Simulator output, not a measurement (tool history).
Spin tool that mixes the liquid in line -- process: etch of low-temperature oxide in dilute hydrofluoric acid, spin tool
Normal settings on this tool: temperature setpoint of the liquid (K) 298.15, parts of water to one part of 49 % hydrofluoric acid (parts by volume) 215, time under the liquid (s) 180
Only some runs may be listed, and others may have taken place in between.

run,day,temperature setpoint of the liquid (K),parts of water to one part of 49 % hydrofluoric acid (parts by volume),time under the liquid (s),wafers since the last listed run,hours since the thermometer was replaced,hours since the hydrofluoric acid flow meter was replaced,hours since the gauge calibration,"read-back film thickness of the low-temperature oxide reference wafer, read on the same gauge (nm)",thickness taken off the low-temperature oxide on a monitor wafer (angstrom)
1,0,295.65,215,180,0,571.4,1594.4,89.1,140.01,132.1
2,0.504,295.65,215,180,98,583.5,1606.5,101.2,140,130.8
3,1.271,295.65,215,180,149,601.9,1624.9,119.6,139.95,132.8
4,1.954,298.15,215,180,132,618.3,1641.3,136,139.99,145.2
5,3.292,298.15,215,180,260,650.4,1673.4,168.1,139.98,143.7
6,4.558,298.15,215,180,246,680.8,1703.8,198.5,139.98,145.7
7,5.883,298.15,215,120,257,712.6,1735.6,230.3,140.02,97.1
8,6.817,298.15,215,120,181,735,1758,252.7,140.03,96.7
9,7.504,298.15,215,120,133,751.5,1774.5,269.2,140,96.8
10,10.112,298.15,150,180,507,814.1,1837.1,331.8,140.01,228.5
11,11.204,298.15,150,180,212,840.3,1863.3,358,139.98,226.4
12,12.562,302.15,300,220,264,872.9,1895.9,390.6,139.97,135.4
# day 13.275: thermometer replaced
13,13.525,298.15,215,180,179,6,1919,413.7,139.95,137.4
# day 14.083: gauge calibrated
# day 14.25: hydrofluoric acid flow meter replaced
14,14.988,298.15,215,180,276,41.1,17.7,21.7,139.99,141.2
15,16.308,299.65,150,270,256,72.8,49.4,53.4,140,338.8
16,17.288,302.65,215,220,190,96.3,72.9,76.9,139.99,201.6
17,18.517,294.65,135,130,239,125.8,102.4,106.4,140.04,152.6
18,22.888,296.65,215,95,850,230.7,207.3,211.3,139.96,69.9
19,23.783,299.65,150,270,174,252.2,228.8,232.8,140.05,347.1
20,24.325,298.15,265,120,105,265.2,241.8,245.8,140.04,72
21,25.229,295.65,255,180,175,286.9,263.5,267.5,139.99,102.9
22,26.442,298.15,215,180,235,316,292.6,296.6,140,141.1
23,27.475,296.65,140,265,201,340.8,317.4,321.4,140.03,330.4

5 options for the next run, each taken on its own from the tool as it stands now. Forecast them:
A,27.496,296.65,215,180,4,341.3,317.9,321.9,?,?
B,27.496,295.15,175,180,4,341.3,317.9,321.9,?,?
C,27.496,295.65,150,180,4,341.3,317.9,321.9,?,?
D,27.496,299.65,150,240,4,341.3,317.9,321.9,?,?
E,27.496,294.65,170,135,4,341.3,317.9,321.9,?,?

run,"read-back film thickness of the low-temperature oxide reference wafer, read on the same gauge (nm)",thickness taken off the low-temperature oxide on a monitor wafer (angstrom)
A,140,133.7
B,140,162.2
C,140,198.2
D,140,307.3
E,140,123.5
Stripped of hidden state, with their random variation kept, the same runs would have yielded:
run,thickness taken off the low-temperature oxide on a monitor wafer (angstrom)
A,129.2
B,156.5
C,191.2
D,296.9
E,119.1

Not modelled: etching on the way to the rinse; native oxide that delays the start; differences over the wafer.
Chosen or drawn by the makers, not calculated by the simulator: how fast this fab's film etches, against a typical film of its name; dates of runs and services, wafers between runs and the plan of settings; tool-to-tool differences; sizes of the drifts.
